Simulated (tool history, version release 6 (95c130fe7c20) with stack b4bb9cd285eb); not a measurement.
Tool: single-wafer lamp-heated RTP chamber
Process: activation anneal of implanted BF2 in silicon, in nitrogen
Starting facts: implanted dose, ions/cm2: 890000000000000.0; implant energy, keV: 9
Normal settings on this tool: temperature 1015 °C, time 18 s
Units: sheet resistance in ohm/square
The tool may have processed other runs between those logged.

run    hour  temperature  time  wafers since the last listed run  wafers since the last pyrometer calibration  wafers since the reflector plate was cleaned  hours since the gauge calibration  read-back reference wafer on the same gauge, sheet resistance  sheet resistance
  1       0         1015    18                                 0                                         2524                                          4391                              793.4                                                         226.08            212.19
       17.2  -- pyrometer window cleaned and pyrometer calibrated
  2    48.2         1027    18                               347                                          267                                          4738                              841.6                                                         225.87            201.96
  3   111.9         1027    18                               550                                          818                                          5289                              905.3                                                         225.99            198.31
  4   165.3         1002    18                               461                                         1279                                          5750                              958.7                                                         225.87            234.36
  5     233         1002    18                               585                                         1864                                          6335                             1026.4                                                         226.03            232.84
  6   298.2         1015    18                               563                                         2428                                          6899                             1091.6                                                         225.86            210.02
      326.7  -- pyrometer window cleaned and pyrometer calibrated
  7   341.2         1015    18                               302                                          125                                          7201                             1134.6                                                         226.39            221.01
  8   369.2         1015    18                               241                                          367                                          7443                             1162.6                                                         225.74            218.18
  9     427         1015    18                               499                                          867                                          7943                             1220.4                                                         226.03            217.39
 10   468.5         1015    18                               358                                         1225                                          8302                             1261.9                                                         226.12            214.02
 11     499         1015    18                               263                                         1489                                          8565                             1292.4                                                         226.38            214.55
 12   527.1         1024    18                               242                                         1732                                          8808                             1320.5                                                         225.67             200.3
 13   555.8         1015    18                               248                                         1980                                          9056                             1349.2                                                         226.09            213.12
      600.3  -- gauge calibrated
 14   624.4         1015    18                               592                                         2573                                          9649                               24.1                                                         226.07            211.56
      662.2  -- pyrometer window cleaned and pyrometer calibrated
 15   695.5         1034    10                               545                                          287                                         10194                               95.2                                                          225.6            214.86
 16   754.5         1031    22                               509                                          797                                         10704                              154.2                                                         225.71            189.12
 17   788.7         1015    14                               295                                         1093                                         11000                              188.4                                                         225.91            226.77
 18   851.7         1023    18                               544                                         1637                                         11544                              251.4                                                         226.22            202.07
 19   912.2         1015    18                               522                                         2160                                         12067                              311.9                                                          225.7            212.23
 20   953.5          995    21                               356                                         2517                                         12424                              353.2                                                         225.91            238.89
      964.7  -- pyrometer window cleaned and pyrometer calibrated
 21  1021.8         1043    27                               521                                          493                                         12945                              421.5                                                         226.17            172.43
     1047.2  -- reflector plate cleaned
 22  1059.6          988     7                               257                                          751                                           106                              459.3                                                         225.94            320.52
 23  1124.9         1015    18                               564                                         1315                                           671                              524.6                                                         225.85            213.33
 24  1173.1         1015    18                               416                                         1732                                          1087                              572.8                                                         225.87            213.51
 25  1221.2         1036    14                               415                                         2147                                          1503                              620.9                                                         225.92            194.51
     1320.7  -- pyrometer window cleaned and pyrometer calibrated
 26  1356.7         1037    27                              1101                                          310                                          2605                              756.4                                                         226.16            176.97
 27  1413.9          996    15                               494                                          805                                          3099                              813.6                                                         226.01            258.14

Consider 3 possible next runs. They are alternatives, not a sequence: every one starts from the tool as it was left by run 27. What does each give?
  A  1414.3         1015    18                                 3                                          808                                          3103                                814                                                              ?                 ?
  B  1414.3         1026    27                                 3                                          808                                          3103                                814                                                              ?                 ?
  C  1414.3          991    25                                 3                                          808                                          3103                                814                                                              ?                 ?

run  read-back reference wafer on the same gauge, sheet resistance  sheet resistance
  A                                                         226.02            214.22
  B                                                         226.02             184.6
  C                                                         226.02            240.81
What these runs would have given with no unlogged condition in the tool:
run  sheet resistance
  A            221.62
  B             189.2
  C            251.43
